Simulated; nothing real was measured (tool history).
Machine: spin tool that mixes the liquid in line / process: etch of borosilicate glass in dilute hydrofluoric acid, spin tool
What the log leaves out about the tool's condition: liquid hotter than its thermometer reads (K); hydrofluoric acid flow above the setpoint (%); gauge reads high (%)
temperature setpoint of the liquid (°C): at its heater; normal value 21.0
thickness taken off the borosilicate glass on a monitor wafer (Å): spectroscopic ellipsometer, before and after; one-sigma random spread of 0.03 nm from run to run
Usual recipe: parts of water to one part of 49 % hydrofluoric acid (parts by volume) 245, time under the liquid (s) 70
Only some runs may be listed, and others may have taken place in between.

run,hour,temperature setpoint of the liquid (°C),parts of water to one part of 49 % hydrofluoric acid (parts by volume),time under the liquid (s),wafers since the last listed run,hours since the thermometer was replaced,hours since the hydrofluoric acid flow meter was replaced,hours since the gauge calibration,"read-back film thickness of the borosilicate glass reference wafer, read on the same gauge (nm)",thickness taken off the borosilicate glass on a monitor wafer (Å)
1,0.0,21.0,245,70,0,1929.5,1711.5,223.2,100.00,49.4
2,8.4,21.0,245,70,104,1937.9,1719.9,231.6,100.00,49.8
3,17.1,21.0,330,70,108,1946.6,1728.6,240.3,100.00,34.3
4,30.4,21.0,330,70,166,1959.9,1741.9,253.6,99.98,34.1
5,40.9,21.0,330,70,131,1970.4,1752.4,264.1,100.04,34.2
6,51.8,21.0,245,70,136,1981.3,1763.3,275.0,100.01,49.9
7,62.7,21.0,245,70,136,1992.2,1774.2,285.9,99.99,50.2
8,94.5,21.0,245,70,397,2024.0,1806.0,317.7,100.06,49.9
9,107.1,21.0,245,70,157,2036.6,1818.6,330.3,99.99,49.1
10,123.2,21.0,245,70,201,2052.7,1834.7,346.4,100.00,50.1
11,131.7,21.0,245,70,106,2061.2,1843.2,354.9,99.99,50.5
12,147.3,17.0,245,70,194,2076.8,1858.8,370.5,100.02,43.1
13,158.1,21.0,245,70,134,2087.6,1869.6,381.3,100.01,50.4
14,171.3,19.5,335,35,164,2100.8,1882.8,394.5,99.97,15.9
# hour 188.6: gauge calibrated
15,217.3,23.5,315,70,574,2146.8,1928.8,28.7,100.02,39.7
16,227.1,21.0,245,70,122,2156.6,1938.6,38.5,99.94,49.9
17,263.5,17.5,245,70,454,2193.0,1975.0,74.9,99.98,43.4
# hour 275.9: hydrofluoric acid flow meter replaced
18,279.9,21.0,245,70,192,2209.4,4.0,91.3,99.96,50.0
19,288.2,19.0,245,50,103,2217.7,12.3,99.6,100.04,32.9
20,305.5,21.0,135,45,216,2235.0,29.6,116.9,100.02,65.2
21,318.8,21.0,245,40,166,2248.3,42.9,130.2,100.03,28.5
# hour 322.1: thermometer replaced
22,336.3,17.0,245,95,206,14.2,60.4,147.7,100.02,58.1
23,349.9,25.5,155,50,169,27.8,74.0,161.3,100.00,73.4
24,365.8,17.0,350,110,198,43.7,89.9,177.2,100.02,43.0
25,378.7,18.5,245,70,161,56.6,102.8,190.1,100.03,45.4

Predict the results of run 26:
26,385.2,24.5,140,70,81,63.1,109.3,196.6,?,?

Run 26 gave read-back film thickness of the borosilicate glass reference wafer, read on the same gauge (nm) 100.03, thickness taken off the borosilicate glass on a monitor wafer (Å) 111.0.
Were there no unlogged condition in the tool, this run, its random variation unchanged, would have produced thickness taken off the borosilicate glass on a monitor wafer (Å) 111.0.

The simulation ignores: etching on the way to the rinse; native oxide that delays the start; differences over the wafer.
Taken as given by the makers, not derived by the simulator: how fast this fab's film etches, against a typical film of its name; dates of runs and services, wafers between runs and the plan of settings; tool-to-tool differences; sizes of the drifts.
